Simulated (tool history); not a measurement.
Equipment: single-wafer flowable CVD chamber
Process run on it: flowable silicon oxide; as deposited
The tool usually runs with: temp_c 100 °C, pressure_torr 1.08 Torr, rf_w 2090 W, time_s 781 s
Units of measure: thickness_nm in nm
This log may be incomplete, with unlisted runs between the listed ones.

run	day	temp_c	pressure_torr	rf_w	time_s	wafers since the last listed run	hours since the last thermocouple change	hours since the last RF generator calibration	hours since the last manometer calibration	hours since the showerhead was replaced	hours since the gauge calibration	read-back reference wafer on the same gauge, thickness_nm	thickness_nm
1	0	100	1.08	2355	724	0	742	2231.5	690.8	5320.7	419.4	709.751	656.351
2	1.021	100	1.08	2355	724	40	766.5	2256	715.3	5345.2	443.9	710.482	645.8
3	1.762	100	1.08	2090	781	29	784.3	2273.8	733.1	5363	461.7	709.208	691.66
4	2.571	100	1.08	2090	781	32	803.7	2293.2	752.5	5382.4	481.1	708.568	691.77
5	3.483	100	1.08	2090	781	36	825.6	2315.1	774.4	5404.3	503	709.92	688.434
6	4.692	100	1.08	2090	781	48	854.6	2344.1	803.4	5433.3	532	710.413	684.626
7	5.638	100	1.08	2090	781	37	877.3	2366.8	826.1	5456	554.7	710.191	687.465
8	6.167	100	1.08	2090	781	21	890	2379.5	838.8	5468.7	567.4	711.323	688.611
9	6.812	100	1.08	2090	781	25	905.5	2395	854.3	5484.2	582.9	710.611	689.51
10	8.192	100	1.08	2090	781	55	938.6	2428.1	887.4	5517.3	616	709.954	697.724
11	8.792	100	1.08	2090	781	24	953	2442.5	901.8	5531.7	630.4	710.46	686.499
12	9.904	100	1.08	2090	781	44	979.7	2469.2	928.5	5558.4	657.1	709.006	693.929
# day 10.538: gauge calibrated
13	10.633	115	1.24	2435	781	29	997.2	2486.7	946	5575.9	2.3	711.19	516.022
14	11.575	86	1.08	2330	781	37	1019.8	2509.3	968.6	5598.5	24.9	710.734	1064.915
# day 11.992: thermocouple changed; heater temperature recalibrated
# day 12.179: capacitance manometer re-zeroed and calibrated
# day 12.5: showerhead replaced
15	12.521	100	1.08	2090	781	4	12.7	2532	8.2	0.5	47.6	709.836	685.801
16	12.842	100	1.15	2240	781	12	20.4	2539.7	15.9	8.2	55.3	711.931	739.509
17	14.329	100	0.82	2090	833	59	56.1	2575.4	51.6	43.9	91	710.837	548.894
18	15.258	100	1.08	2090	781	37	78.4	2597.7	73.9	66.2	113.3	709.087	688.679
19	15.904	100	1.08	2090	781	25	93.9	2613.2	89.4	81.7	128.8	711.175	685.261
20	16.75	100	1.08	2090	781	33	114.2	2633.5	109.7	102	149.1	711.551	682.967
# day 17.492: RF generator calibrated
21	20.15	100	1.08	2090	696	122	195.8	63.8	191.3	183.6	230.7	711.183	614.676
22	21.412	100	1.08	2290	781	50	226.1	94.1	221.6	213.9	261	710.418	700.606
23	22.096	100	1.08	2090	781	27	242.5	110.5	238	230.3	277.4	709.678	697.198
24	22.792	86	0.91	1820	837	27	259.2	127.2	254.7	247	294.1	711.587	903.512
25	24.017	105	1.08	2090	781	49	288.6	156.6	284.1	276.4	323.5	709.679	588.553

Alternative continuations, all from the tool just after run 25; predict every row:
A	24.042	100	1.08	2090	781	1	289.2	157.2	284.7	277	324.1	?	?
B	24.042	113	1.08	2090	781	1	289.2	157.2	284.7	277	324.1	?	?
C	24.042	100	1.08	2090	888	1	289.2	157.2	284.7	277	324.1	?	?

run	read-back reference wafer on the same gauge, thickness_nm	thickness_nm
A	710.886	687.76
B	710.886	464.588
C	710.886	781.986
What these runs would have given with no unlogged condition in the tool:
run	thickness_nm
A	687.76
B	464.588
C	781.986

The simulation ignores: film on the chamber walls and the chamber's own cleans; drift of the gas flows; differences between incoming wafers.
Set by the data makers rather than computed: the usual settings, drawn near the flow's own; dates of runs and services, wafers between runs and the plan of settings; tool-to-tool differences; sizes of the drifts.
